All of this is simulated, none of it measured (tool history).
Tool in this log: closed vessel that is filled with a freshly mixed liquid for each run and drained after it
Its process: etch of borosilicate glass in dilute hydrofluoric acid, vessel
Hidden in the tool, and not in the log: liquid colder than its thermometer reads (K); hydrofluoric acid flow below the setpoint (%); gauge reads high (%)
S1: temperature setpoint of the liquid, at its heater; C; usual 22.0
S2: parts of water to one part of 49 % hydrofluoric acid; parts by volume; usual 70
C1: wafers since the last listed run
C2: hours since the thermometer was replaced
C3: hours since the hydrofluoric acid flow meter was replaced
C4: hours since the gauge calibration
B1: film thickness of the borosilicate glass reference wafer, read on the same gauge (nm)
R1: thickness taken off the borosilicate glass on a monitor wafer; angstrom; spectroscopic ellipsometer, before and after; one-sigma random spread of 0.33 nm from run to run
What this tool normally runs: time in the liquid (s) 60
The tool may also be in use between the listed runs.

{"run": 1, "day": 0.0, "S1": 20.0, "S2": 70, "time in the liquid (s)": 60, "C1": 0, "C2": 579.0, "C3": 1137.9, "C4": 820.4, "B1": 99.08, "R1": 298.1}
{"run": 2, "day": 8.525, "S1": 20.5, "S2": 70, "time in the liquid (s)": 60, "C1": 19834, "C2": 783.6, "C3": 1342.5, "C4": 1025.0, "B1": 98.26, "R1": 297.7}
{"run": 3, "day": 10.662, "S1": 22.0, "S2": 70, "time in the liquid (s)": 60, "C1": 4973, "C2": 834.9, "C3": 1393.8, "C4": 1076.3, "B1": 98.03, "R1": 328.3}
{"run": 4, "day": 13.154, "S1": 22.0, "S2": 70, "time in the liquid (s)": 60, "C1": 5797, "C2": 894.7, "C3": 1453.6, "C4": 1136.1, "B1": 97.73, "R1": 318.6}
{"run": 5, "day": 15.404, "S1": 22.0, "S2": 90, "time in the liquid (s)": 60, "C1": 5234, "C2": 948.7, "C3": 1507.6, "C4": 1190.1, "B1": 97.43, "R1": 241.2}
{"run": 6, "day": 16.538, "S1": 22.0, "S2": 70, "time in the liquid (s)": 40, "C1": 2636, "C2": 975.9, "C3": 1534.8, "C4": 1217.3, "B1": 97.31, "R1": 216.0}
{"run": 7, "day": 19.45, "S1": 22.0, "S2": 70, "time in the liquid (s)": 40, "C1": 6776, "C2": 1045.8, "C3": 1604.7, "C4": 1287.2, "B1": 96.94, "R1": 214.0}
{"run": 8, "day": 21.775, "S1": 22.0, "S2": 70, "time in the liquid (s)": 40, "C1": 5409, "C2": 1101.6, "C3": 1660.5, "C4": 1343.0, "B1": 96.62, "R1": 208.1}
{"run": 9, "day": 23.9, "S1": 22.0, "S2": 70, "time in the liquid (s)": 60, "C1": 4944, "C2": 1152.6, "C3": 1711.5, "C4": 1394.0, "B1": 96.3, "R1": 319.3}
{"run": 10, "day": 25.342, "S1": 22.0, "S2": 70, "time in the liquid (s)": 60, "C1": 3354, "C2": 1187.2, "C3": 1746.1, "C4": 1428.6, "B1": 96.1, "R1": 320.3}
{"run": 11, "day": 27.738, "S1": 22.0, "S2": 70, "time in the liquid (s)": 60, "C1": 5574, "C2": 1244.7, "C3": 1803.6, "C4": 1486.1, "B1": 95.76, "R1": 311.4}
{"day": 30.192, "done": "thermometer replaced"}
{"day": 30.254, "done": "hydrofluoric acid flow meter replaced"}
{"run": 12, "day": 30.283, "S1": 22.0, "S2": 70, "time in the liquid (s)": 60, "C1": 5729, "C2": 2.2, "C3": 0.7, "C4": 1547.2, "B1": 95.35, "R1": 310.7}
{"run": 13, "day": 31.833, "S1": 22.0, "S2": 70, "time in the liquid (s)": 60, "C1": 3606, "C2": 39.4, "C3": 37.9, "C4": 1584.4, "B1": 95.07, "R1": 312.0}
{"run": 14, "day": 33.279, "S1": 22.0, "S2": 80, "time in the liquid (s)": 60, "C1": 3363, "C2": 74.1, "C3": 72.6, "C4": 1619.1, "B1": 94.82, "R1": 271.8}
{"run": 15, "day": 35.442, "S1": 22.0, "S2": 70, "time in the liquid (s)": 35, "C1": 5031, "C2": 126.0, "C3": 124.5, "C4": 1671.0, "B1": 94.46, "R1": 183.9}
{"run": 16, "day": 37.354, "S1": 22.0, "S2": 70, "time in the liquid (s)": 60, "C1": 4449, "C2": 171.9, "C3": 170.4, "C4": 1716.9, "B1": 94.11, "R1": 309.5}
{"run": 17, "day": 40.321, "S1": 22.0, "S2": 60, "time in the liquid (s)": 60, "C1": 6902, "C2": 243.1, "C3": 241.6, "C4": 1788.1, "B1": 93.58, "R1": 362.9}
{"run": 18, "day": 41.458, "S1": 22.0, "S2": 70, "time in the liquid (s)": 85, "C1": 2646, "C2": 270.4, "C3": 268.9, "C4": 1815.4, "B1": 93.37, "R1": 436.5}
{"run": 19, "day": 43.179, "S1": 20.5, "S2": 60, "time in the liquid (s)": 60, "C1": 4003, "C2": 311.7, "C3": 310.2, "C4": 1856.7, "B1": 93.02, "R1": 340.4}
{"day": 44.142, "done": "gauge calibrated"}
{"run": 20, "day": 44.288, "S1": 22.0, "S2": 70, "time in the liquid (s)": 60, "C1": 2578, "C2": 338.3, "C3": 336.8, "C4": 3.5, "B1": 100.17, "R1": 332.8}
{"run": 21, "day": 45.621, "S1": 22.0, "S2": 70, "time in the liquid (s)": 80, "C1": 3102, "C2": 370.3, "C3": 368.8, "C4": 35.5, "B1": 100.16, "R1": 439.1}
{"run": 22, "day": 46.875, "S1": 22.0, "S2": 70, "time in the liquid (s)": 60, "C1": 2918, "C2": 400.4, "C3": 398.9, "C4": 65.6, "B1": 100.16, "R1": 332.0}
{"run": 23, "day": 48.496, "S1": 22.0, "S2": 95, "time in the liquid (s)": 90, "C1": 3771, "C2": 439.3, "C3": 437.8, "C4": 104.5, "B1": 100.13, "R1": 354.4}
{"run": 24, "day": 50.058, "S1": 26.5, "S2": 70, "time in the liquid (s)": 30, "C1": 3635, "C2": 476.8, "C3": 475.3, "C4": 142.0, "B1": 100.09, "R1": 201.0}
{"run": 25, "day": 52.092, "S1": 22.0, "S2": 45, "time in the liquid (s)": 35, "C1": 4730, "C2": 525.6, "C3": 524.1, "C4": 190.8, "B1": 100.1, "R1": 308.4}
{"run": 26, "day": 53.512, "S1": 22.0, "S2": 70, "time in the liquid (s)": 50, "C1": 3305, "C2": 559.7, "C3": 558.2, "C4": 224.9, "B1": 100.06, "R1": 278.9}
{"run": 27, "day": 56.0, "S1": 24.0, "S2": 45, "time in the liquid (s)": 95, "C1": 5787, "C2": 619.4, "C3": 617.9, "C4": 284.6, "B1": 99.98, "R1": 908.0}
{"run": 28, "day": 57.333, "S1": 22.0, "S2": 70, "time in the liquid (s)": 75, "C1": 3102, "C2": 651.4, "C3": 649.9, "C4": 316.6, "B1": 99.94, "R1": 412.9}
{"run": 29, "day": 58.521, "S1": 22.0, "S2": 70, "time in the liquid (s)": 60, "C1": 2762, "C2": 679.9, "C3": 678.4, "C4": 345.1, "B1": 99.9, "R1": 334.1}
{"run": 30, "day": 61.371, "S1": 26.0, "S2": 70, "time in the liquid (s)": 50, "C1": 6630, "C2": 748.3, "C3": 746.8, "C4": 413.5, "B1": 99.78, "R1": 327.2}
{"run": 31, "day": 63.304, "S1": 22.0, "S2": 50, "time in the liquid (s)": 35, "C1": 4498, "C2": 794.7, "C3": 793.2, "C4": 459.9, "B1": 99.7, "R1": 273.9}
{"run": 32, "day": 65.425, "S1": 22.0, "S2": 70, "time in the liquid (s)": 60, "C1": 4934, "C2": 845.6, "C3": 844.1, "C4": 510.8, "B1": 99.6, "R1": 326.0}
{"run": 33, "day": 66.683, "S1": 22.0, "S2": 70, "time in the liquid (s)": 95, "C1": 2927, "C2": 875.8, "C3": 874.3, "C4": 541.0, "B1": 99.51, "R1": 516.8}

Exercise: give the hidden state of the tool at every run:
liquid colder than its thermometer reads (K): 0 across all the runs
hydrofluoric acid flow below the setpoint (%): 0 across all the runs
H1: gauge reads high (%)
run=1 H1=-0.927
run=2 H1=-1.75
run=3 H1=-1.98
run=4 H1=-2.27
run=5 H1=-2.54
run=6 H1=-2.69
run=7 H1=-3.07
run=8 H1=-3.39
run=9 H1=-3.69
run=10 H1=-3.9
run=11 H1=-4.27
run=12 H1=-4.67
run=13 H1=-4.92
run=14 H1=-5.17
run=15 H1=-5.54
run=16 H1=-5.88
run=17 H1=-6.42
run=18 H1=-6.63
run=19 H1=-6.96
run=20 H1=0.156
run=21 H1=0.153
run=22 H1=0.147
run=23 H1=0.132
run=24 H1=0.112
run=25 H1=0.0768
run=26 H1=0.046
run=27 H1=-0.0202
run=28 H1=-0.062
run=29 H1=-0.103
run=30 H1=-0.216
run=31 H1=-0.304
run=32 H1=-0.412
run=33 H1=-0.481

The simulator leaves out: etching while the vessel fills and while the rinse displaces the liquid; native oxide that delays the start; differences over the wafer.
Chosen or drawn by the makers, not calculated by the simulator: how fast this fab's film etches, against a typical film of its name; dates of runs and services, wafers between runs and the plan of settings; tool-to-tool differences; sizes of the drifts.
